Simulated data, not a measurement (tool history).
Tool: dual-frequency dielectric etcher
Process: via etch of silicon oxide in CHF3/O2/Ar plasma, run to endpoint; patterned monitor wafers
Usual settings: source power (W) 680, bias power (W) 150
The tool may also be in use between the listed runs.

run	hour	source power (W)	bias power (W)	wafers since the last listed run	hours since the last wet clean	hours since the last source power generator calibration	hours since the last bias power generator calibration	hours since the last upper electrode change	incoming incoming film thickness, nm	endpoint time (s)
1	0.0	680	150	0	264.8	1791.2	656.0	1628.1	514.1	280.8
2	49.8	680	150	136	314.6	1841.0	705.8	1677.9	518.3	281.8
3	96.7	680	150	128	361.5	1887.9	752.7	1724.8	514.0	280.7
4	191.1	680	150	259	455.9	1982.3	847.1	1819.2	517.8	283.5
5	258.8	680	150	186	523.6	2050.0	914.8	1886.9	520.6	285.2
6	326.5	680	150	186	591.3	2117.7	982.5	1954.6	516.6	282.1
7	371.4	680	150	123	636.2	2162.6	1027.4	1999.5	518.9	283.7
# hour 421.4: wet clean of the chamber
8	466.2	680	150	194	44.8	2257.4	1122.2	2094.3	512.3	279.4
9	518.3	680	132	143	96.9	2309.5	1174.3	2146.4	518.5	298.4
10	575.6	680	132	157	154.2	2366.8	1231.6	2203.7	519.8	298.9
11	659.0	680	171	229	237.6	2450.2	1315.0	2287.1	516.7	269.6
12	706.3	680	171	129	284.9	2497.5	1362.3	2334.4	514.2	269.1
13	784.2	680	171	214	362.8	2575.4	1440.2	2412.3	514.7	269.8
14	828.2	680	120	120	406.8	2619.4	1484.2	2456.3	517.6	310.1
15	926.8	600	184	270	505.4	2718.0	1582.8	2554.9	514.0	272.0
16	1008.1	540	187	223	586.7	2799.3	1664.1	2636.2	520.4	279.6
# hour 1050.6: wet clean of the chamber
17	1071.3	630	131	107	20.7	2862.5	1727.3	2699.4	512.3	304.0
18	1143.6	680	150	198	93.0	2934.8	1799.6	2771.7	516.4	284.4
# hour 1171.2: source power generator calibrated
19	1249.2	570	179	279	198.6	78.0	1905.2	2877.3	519.0	281.1
20	1295.9	830	119	128	245.3	124.7	1951.9	2924.0	510.3	288.7
21	1340.1	840	122	121	289.5	168.9	1996.1	2968.2	515.2	289.1
22	1396.5	680	150	155	345.9	225.3	2052.5	3024.6	513.5	285.0

Forecast run 23:
23	1450.0	620	163	147	399.4	278.8	2106.0	3078.1	518.4	?

{"run 23": {"endpoint time (s)": 283.4}}
Without the tool's hidden state the same run would have given endpoint time (s) 277.9.
